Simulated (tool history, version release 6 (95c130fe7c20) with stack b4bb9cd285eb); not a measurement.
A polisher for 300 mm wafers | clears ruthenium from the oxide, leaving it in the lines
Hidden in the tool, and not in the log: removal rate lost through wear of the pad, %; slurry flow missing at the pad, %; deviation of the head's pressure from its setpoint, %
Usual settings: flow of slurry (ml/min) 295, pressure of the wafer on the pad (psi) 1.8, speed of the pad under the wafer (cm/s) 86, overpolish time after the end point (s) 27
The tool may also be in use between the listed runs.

run,hour,flow of slurry (ml/min),pressure of the wafer on the pad (psi),speed of the pad under the wafer (cm/s),overpolish time after the end point (s),wafers since the last listed run,wafers polished on this pad,hours since the slurry nozzle was cleaned,hours since the head pressure was calibrated,"incoming thickness of the incoming film, nm",time until the end point was called (s)
1,0.0,295,1.8,86,27,0,598,353.6,200.8,65.4,89.0
2,31.7,295,1.8,86,27,328,926,385.3,232.5,64.2,85.6
3,72.0,295,1.8,86,27,417,1343,425.6,272.8,64.2,86.2
4,132.0,295,1.8,86,27,620,1964,485.6,332.8,64.2,83.6
# hour 150.3: head pressure recalibrated
5,175.6,295,1.8,86,27,430,2394,529.2,25.3,65.2,92.2
6,208.7,345,1.8,86,27,342,2737,562.3,58.4,64.5,91.5
# hour 219.7: worn pad replaced by a new one
7,260.3,295,1.8,86,27,492,420,613.9,110.0,66.1,90.9
8,300.0,295,1.8,86,27,410,831,653.6,149.7,63.7,90.3
9,346.6,295,1.8,86,27,482,1313,700.2,196.3,64.8,90.8
10,390.7,295,1.8,78,27,456,1769,744.3,240.4,66.1,98.9
11,436.7,295,1.8,78,27,476,2245,790.3,286.4,64.9,96.4
# hour 474.7: slurry nozzle cleaned
12,487.3,295,1.8,86,16,513,2759,12.6,337.0,65.4,87.8
# hour 512.7: head pressure recalibrated
13,513.2,295,1.8,86,16,247,3006,38.5,0.5,65.4,91.0
# hour 537.7: worn pad replaced by a new one
14,556.1,220,1.8,86,31,402,190,81.4,43.4,64.5,91.8
15,621.3,220,1.8,86,31,674,864,146.6,108.6,65.6,94.8
16,653.5,295,1.6,86,27,333,1197,178.8,140.8,64.8,99.7
17,703.1,295,1.5,86,27,513,1711,228.4,190.4,64.7,105.2
18,760.3,195,2.0,86,27,591,2303,285.6,247.6,64.6,81.4
19,784.5,400,1.8,108,39,250,2553,309.8,271.8,65.5,67.3
# hour 836.3: worn pad replaced by a new one
20,837.4,345,1.4,96,27,506,10,362.7,324.7,65.5,98.2
21,907.6,370,1.8,86,27,726,737,432.9,394.9,64.3,82.5
# hour 932.2: head pressure recalibrated
22,949.6,380,1.8,86,22,413,1151,474.9,17.4,65.3,88.3
23,1015.8,295,1.8,102,27,685,1836,541.1,83.6,65.9,75.7
24,1084.4,295,1.8,86,27,709,2546,609.7,152.2,64.5,88.6
# hour 1102.9: worn pad replaced by a new one
25,1139.7,295,1.8,86,27,530,380,665.0,207.5,65.4,89.0
26,1171.1,295,2.0,86,27,324,705,696.4,238.9,65.5,79.9
27,1235.5,295,1.8,86,27,666,1371,760.8,303.3,66.2,87.6
# hour 1262.2: slurry nozzle cleaned
# hour 1282.3: head pressure recalibrated
28,1289.6,220,1.8,86,31,528,1900,27.4,7.3,65.9,91.5
29,1327.9,345,2.4,86,40,396,2296,65.7,45.6,65.8,67.8
# hour 1395.8: worn pad replaced by a new one
30,1396.3,195,2.4,74,33,666,5,134.1,114.0,65.3,80.6
31,1434.4,295,1.8,100,27,394,399,172.2,152.1,64.8,75.4
32,1502.4,360,1.8,86,27,703,1103,240.2,220.1,65.0,83.1

How the hidden state differs across the entries between the runs, from the last listed run before each to the first after it:
Between runs 4 and 5: head pressure recalibrated (hour 150.3)
  deviation of the head's pressure from its setpoint, %: 5.6 -> -0.703
  measured less the result without the state, time until the end point was called (s): -4.7 -> +0.7
Between runs 6 and 7: worn pad replaced by a new one (hour 219.7)
  deviation of the head's pressure from its setpoint, %: -0.571 -> -0.155
  measured less the result without the state, time until the end point was called (s): +0.5 -> +0.2
Between runs 11 and 12: slurry nozzle cleaned (hour 474.7)
  deviation of the head's pressure from its setpoint, %: 3.19 -> 4.7
  measured less the result without the state, time until the end point was called (s): -3.0 -> -4.1
Between runs 12 and 13: head pressure recalibrated (hour 512.7)
  deviation of the head's pressure from its setpoint, %: 4.7 -> 0.851
  measured less the result without the state, time until the end point was called (s): -4.1 -> -0.8
Between runs 13 and 14: worn pad replaced by a new one (hour 537.7)
  deviation of the head's pressure from its setpoint, %: 0.851 -> 0.941
  measured less the result without the state, time until the end point was called (s): -0.8 -> -0.9
Between runs 19 and 20: worn pad replaced by a new one (hour 836.3)
  deviation of the head's pressure from its setpoint, %: 4.38 -> 5.89
  measured less the result without the state, time until the end point was called (s): -2.9 -> -5.7
Between runs 21 and 22: head pressure recalibrated (hour 932.2)
  deviation of the head's pressure from its setpoint, %: 8.31 -> -0.00682
  measured less the result without the state, time until the end point was called (s): -6.8 -> +0.0
Between runs 24 and 25: worn pad replaced by a new one (hour 1102.9)
  deviation of the head's pressure from its setpoint, %: 1.09 -> 2.04
  measured less the result without the state, time until the end point was called (s): -1.0 -> -1.8
Between runs 27 and 28: slurry nozzle cleaned (hour 1262.2); head pressure recalibrated (hour 1282.3)
  deviation of the head's pressure from its setpoint, %: 4.38 -> 1.53
  measured less the result without the state, time until the end point was called (s): -3.8 -> -1.4
Between runs 29 and 30: worn pad replaced by a new one (hour 1395.8)
  deviation of the head's pressure from its setpoint, %: 1.63 -> 2.15
  measured less the result without the state, time until the end point was called (s): -1.1 -> -1.7
